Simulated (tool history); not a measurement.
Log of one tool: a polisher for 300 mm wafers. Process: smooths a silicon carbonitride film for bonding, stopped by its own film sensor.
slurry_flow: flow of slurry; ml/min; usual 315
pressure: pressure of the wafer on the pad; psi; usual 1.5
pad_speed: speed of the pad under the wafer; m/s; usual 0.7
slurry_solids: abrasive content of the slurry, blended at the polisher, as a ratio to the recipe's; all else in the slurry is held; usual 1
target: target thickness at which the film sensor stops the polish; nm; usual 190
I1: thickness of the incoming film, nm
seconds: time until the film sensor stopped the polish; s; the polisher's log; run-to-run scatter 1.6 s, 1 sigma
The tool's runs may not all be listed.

run 1 hour=0 | slurry_flow=315 pressure=1.5 pad_speed=0.7 slurry_solids=1 target=190 | I1=200.4 | seconds=94.6
run 2 hour=21.2 | slurry_flow=315 pressure=1.5 pad_speed=0.7 slurry_solids=1 target=190 | I1=201.8 | seconds=110.3
run 3 hour=35.6 | slurry_flow=315 pressure=1.5 pad_speed=0.7 slurry_solids=1 target=190 | I1=200.5 | seconds=98.4
-- hour=60.9 worn pad replaced by a new one
run 4 hour=61.4 | slurry_flow=315 pressure=1.5 pad_speed=0.7 slurry_solids=1 target=190 | I1=198.7 | seconds=78.4
run 5 hour=80.9 | slurry_flow=315 pressure=1.5 pad_speed=0.7 slurry_solids=1 target=191 | I1=201.3 | seconds=94.4
-- hour=95 slurry blender recalibrated
run 6 hour=110.4 | slurry_flow=315 pressure=1.5 pad_speed=0.7 slurry_solids=1 target=191 | I1=200.7 | seconds=89.7
-- hour=134.6 worn pad replaced by a new one
run 7 hour=146 | slurry_flow=315 pressure=1.5 pad_speed=0.7 slurry_solids=1 target=191 | I1=201.9 | seconds=97
run 8 hour=178.8 | slurry_flow=315 pressure=1.5 pad_speed=0.7 slurry_solids=1 target=190 | I1=199.4 | seconds=93.6
-- hour=192.4 worn pad replaced by a new one
run 9 hour=196.5 | slurry_flow=270 pressure=1.5 pad_speed=0.9 slurry_solids=0.75 target=191 | I1=200 | seconds=71.1
run 10 hour=212 | slurry_flow=315 pressure=1.8 pad_speed=0.7 slurry_solids=1.1 target=190 | I1=201.9 | seconds=86.7
-- hour=235 head pressure recalibrated
run 11 hour=242.6 | slurry_flow=240 pressure=1.5 pad_speed=0.7 slurry_solids=0.75 target=189 | I1=199.5 | seconds=121.6
-- hour=244.7 slurry nozzle cleaned
-- hour=258.3 worn pad replaced by a new one
run 12 hour=261 | slurry_flow=315 pressure=1.5 pad_speed=0.5 slurry_solids=1 target=188 | I1=200.6 | seconds=148.7
run 13 hour=286.3 | slurry_flow=315 pressure=1.5 pad_speed=0.7 slurry_solids=1 target=193 | I1=199.7 | seconds=64.4
run 14 hour=310.8 | slurry_flow=285 pressure=1.5 pad_speed=0.9 slurry_solids=1 target=190 | I1=200 | seconds=80.8

Branching from run 14: 4 alternative next runs. What would each branch give?
run A hour=311.2 | slurry_flow=315 pressure=1.5 pad_speed=0.54 slurry_solids=1 target=190 | I1=198.3 | seconds=?
run B hour=311.2 | slurry_flow=280 pressure=1.9 pad_speed=0.7 slurry_solids=1 target=192 | I1=198.3 | seconds=?
run C hour=311.2 | slurry_flow=265 pressure=1.5 pad_speed=0.7 slurry_solids=1 target=190 | I1=198.3 | seconds=?
run D hour=311.2 | slurry_flow=265 pressure=1.5 pad_speed=0.7 slurry_solids=1 target=192 | I1=198.3 | seconds=?

run=A seconds=107.5
run=B seconds=53
run=C seconds=89
run=D seconds=67.5
With the hidden condition removed and each run's random variation left untouched, the same runs would have given:
run=A seconds=86.5
run=B seconds=42.6
run=C seconds=71.6
run=D seconds=54.3
